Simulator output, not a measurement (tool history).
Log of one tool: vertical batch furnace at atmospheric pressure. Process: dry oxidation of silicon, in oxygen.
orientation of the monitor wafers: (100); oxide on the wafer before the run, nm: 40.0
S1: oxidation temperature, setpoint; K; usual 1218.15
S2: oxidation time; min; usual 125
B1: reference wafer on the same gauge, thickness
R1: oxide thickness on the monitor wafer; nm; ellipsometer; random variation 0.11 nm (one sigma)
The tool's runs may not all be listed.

run 1 day=0 | S1=1218.15 S2=125 | B1=82.41 | R1=73.77
-- day=0.792 gauge calibrated
run 2 day=2.162 | S1=1218.15 S2=111.5 | B1=82.39 | R1=70.4
run 3 day=2.721 | S1=1218.15 S2=125 | B1=82.4 | R1=73.85
run 4 day=3.342 | S1=1218.15 S2=125 | B1=82.4 | R1=73.96
run 5 day=3.867 | S1=1218.15 S2=125 | B1=82.41 | R1=74.11
run 6 day=4.558 | S1=1218.15 S2=147.5 | B1=82.41 | R1=79.79
run 7 day=5.45 | S1=1218.15 S2=147.5 | B1=82.39 | R1=79.68
run 8 day=6.917 | S1=1209.15 S2=125 | B1=82.4 | R1=70.53
run 9 day=7.792 | S1=1209.15 S2=125 | B1=82.39 | R1=70.85
run 10 day=8.742 | S1=1199.15 S2=104.5 | B1=82.4 | R1=62.52
-- day=10.725 thermocouples replaced and temperature profile calibrated
run 11 day=10.746 | S1=1236.15 S2=82 | B1=82.4 | R1=66.17
run 12 day=10.983 | S1=1240.15 S2=171 | B1=82.38 | R1=93.55
-- day=12.788 boat lift adjusted
run 13 day=12.808 | S1=1218.15 S2=125 | B1=82.4 | R1=72.36
run 14 day=13.046 | S1=1240.15 S2=76 | B1=82.41 | R1=65.36
run 15 day=13.9 | S1=1207.15 S2=101.5 | B1=82.39 | R1=63.01
-- day=15.138 gauge calibrated
run 16 day=15.362 | S1=1240.15 S2=76 | B1=82.42 | R1=65.34
run 17 day=16.321 | S1=1197.15 S2=154 | B1=82.42 | R1=69.46
run 18 day=16.879 | S1=1218.15 S2=87.5 | B1=82.4 | R1=62.84
run 19 day=18.233 | S1=1237.15 S2=75 | B1=82.38 | R1=64.23
run 20 day=19.208 | S1=1218.15 S2=72 | B1=82.39 | R1=58.85

Forecast each of these 4 alternatives for the next run:
run A day=19.45 | S1=1218.15 S2=98.5 | B1=? | R1=?
run B day=19.45 | S1=1233.15 S2=83.5 | B1=? | R1=?
run C day=19.45 | S1=1208.15 S2=89.5 | B1=? | R1=?
run D day=19.45 | S1=1232.15 S2=125 | B1=? | R1=?

run=A B1=82.39 R1=65.45
run=B B1=82.39 R1=65.73
run=C B1=82.39 R1=60.29
run=D B1=82.39 R1=77.39
Without the tool's hidden state the same runs would have given:
run=A R1=65.33
run=B R1=65.63
run=C R1=60.18
run=D R1=77.25
